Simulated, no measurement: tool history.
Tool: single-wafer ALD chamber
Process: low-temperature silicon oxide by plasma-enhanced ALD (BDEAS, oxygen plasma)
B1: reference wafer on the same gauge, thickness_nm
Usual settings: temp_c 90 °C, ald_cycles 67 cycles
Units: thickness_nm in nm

Run 1, hour 0: usual settings but temp_c 95 °C; B1 11.015. Result: thickness_nm 9.159 nm.
Run 2, hour 12.2: usual settings but temp_c 95 °C; B1 11.007. Result: thickness_nm 9.149 nm.
Run 3, hour 25.8: usual settings but temp_c 95 °C; B1 11.005. Result: thickness_nm 9.154 nm.
Run 4, hour 39.5: usual settings but ald_cycles 74 cycles; B1 11.01. Result: thickness_nm 10.269 nm.
Run 5, hour 61.9: usual settings but ald_cycles 74 cycles; B1 11.012. Result: thickness_nm 10.233 nm.
Run 6, hour 90.6: usual settings; B1 11.001. Result: thickness_nm 9.229 nm.
Run 7, hour 121.4: usual settings; B1 11.012. Result: thickness_nm 9.284 nm.
Run 8, hour 146.4: usual settings; B1 11.007. Result: thickness_nm 9.245 nm.
Run 9, hour 176.8: usual settings; B1 11.01. Result: thickness_nm 9.309 nm.
Run 10, hour 197.1: usual settings; B1 11.012. Result: thickness_nm 9.329 nm.
Run 11, hour 226.2: usual settings; B1 11.011. Result: thickness_nm 9.27 nm.
Run 12, hour 244.7: usual settings but ald_cycles 63 cycles; B1 11.005. Result: thickness_nm 8.728 nm.
Run 13, hour 279.4: usual settings but ald_cycles 63 cycles; B1 11.004. Result: thickness_nm 8.72 nm.
Run 14, hour 303.2: usual settings but ald_cycles 63 cycles; B1 11.009. Result: thickness_nm 8.725 nm.
Run 15, hour 319: usual settings; B1 11.012. Result: thickness_nm 9.269 nm.
Run 16, hour 332: usual settings; B1 11.008. Result: thickness_nm 9.276 nm.
Run 17, hour 351.9: usual settings but ald_cycles 71 cycles; B1 11.011. Result: thickness_nm 9.823 nm.
At hour 379: gauge calibrated.
Run 18, hour 381: usual settings; B1 11.013. Result: thickness_nm 9.288 nm.
At hour 401.6: thermocouple changed; heater temperature recalibrated.
Run 19, hour 403.5: usual settings but temp_c 83 °C, ald_cycles 78 cycles; B1 11.008. Result: thickness_nm 11.326 nm.
Run 20, hour 426.1: usual settings; B1 11.004. Result: thickness_nm 9.456 nm.
Run 21, hour 457.6: usual settings but temp_c 83 °C, ald_cycles 54 cycles; B1 11.008. Result: thickness_nm 7.789 nm.
Run 22, hour 483.2: usual settings; B1 11.008. Result: thickness_nm 9.43 nm.
Run 23, hour 509.8: usual settings but temp_c 77 °C, ald_cycles 63 cycles; B1 11.015. Result: thickness_nm 9.243 nm.
Run 24, hour 524: usual settings but temp_c 80 °C, ald_cycles 59 cycles; B1 11.008. Result: thickness_nm 8.604 nm.
Run 25, hour 538.8: usual settings but temp_c 79 °C, ald_cycles 63 cycles; B1 11.014. Result: thickness_nm 9.226 nm.
Run 26, hour 573.6: usual settings but temp_c 82 °C, ald_cycles 76 cycles; B1 11.007. Result: thickness_nm 10.96 nm.
Run 27, hour 595.5: usual settings but ald_cycles 76 cycles; B1 11.017. Result: thickness_nm 10.69 nm.
Run 28, hour 612.1: usual settings; B1 11.013. Result: thickness_nm 9.412 nm.
Run 29, hour 624.9: usual settings but temp_c 105 °C, ald_cycles 73 cycles; B1 11.019. Result: thickness_nm 9.867 nm.
Run 30, hour 644.1: usual settings; B1 11.009. Result: thickness_nm 9.451 nm.
Run 31, hour 660.2: usual settings but ald_cycles 78 cycles; B1 11.015. Result: thickness_nm 10.946 nm.
Run 32, hour 695.6: usual settings but temp_c 103 °C; B1 11.006. Result: thickness_nm 9.093 nm.
Run 33, hour 721.4: usual settings but temp_c 83 °C, ald_cycles 54 cycles; B1 11.008. Result: thickness_nm 7.745 nm.

The tool's hidden state at each run:
gauge reads high (%): 0 in every run
H1: wafer temperature above the value expected at the setpoint (K)
run      H1
  1    6.43
  2    6.46
  3    6.49
  4    6.52
  5    6.56
  6    6.62
  7    6.68
  8    6.72
  9    6.78
 10    6.81
 11    6.85
 12    6.88
 13    6.93
 14    6.96
 15    6.98
 16    6.99
 17    7.01
 18    7.05
 19  -0.139
 20    0.15
 21    0.53
 22   0.821
 23    1.11
 24    1.25
 25     1.4
 26    1.73
 27    1.93
 28    2.07
 29    2.18
 30    2.33
 31    2.46
 32    2.72
 33     2.9
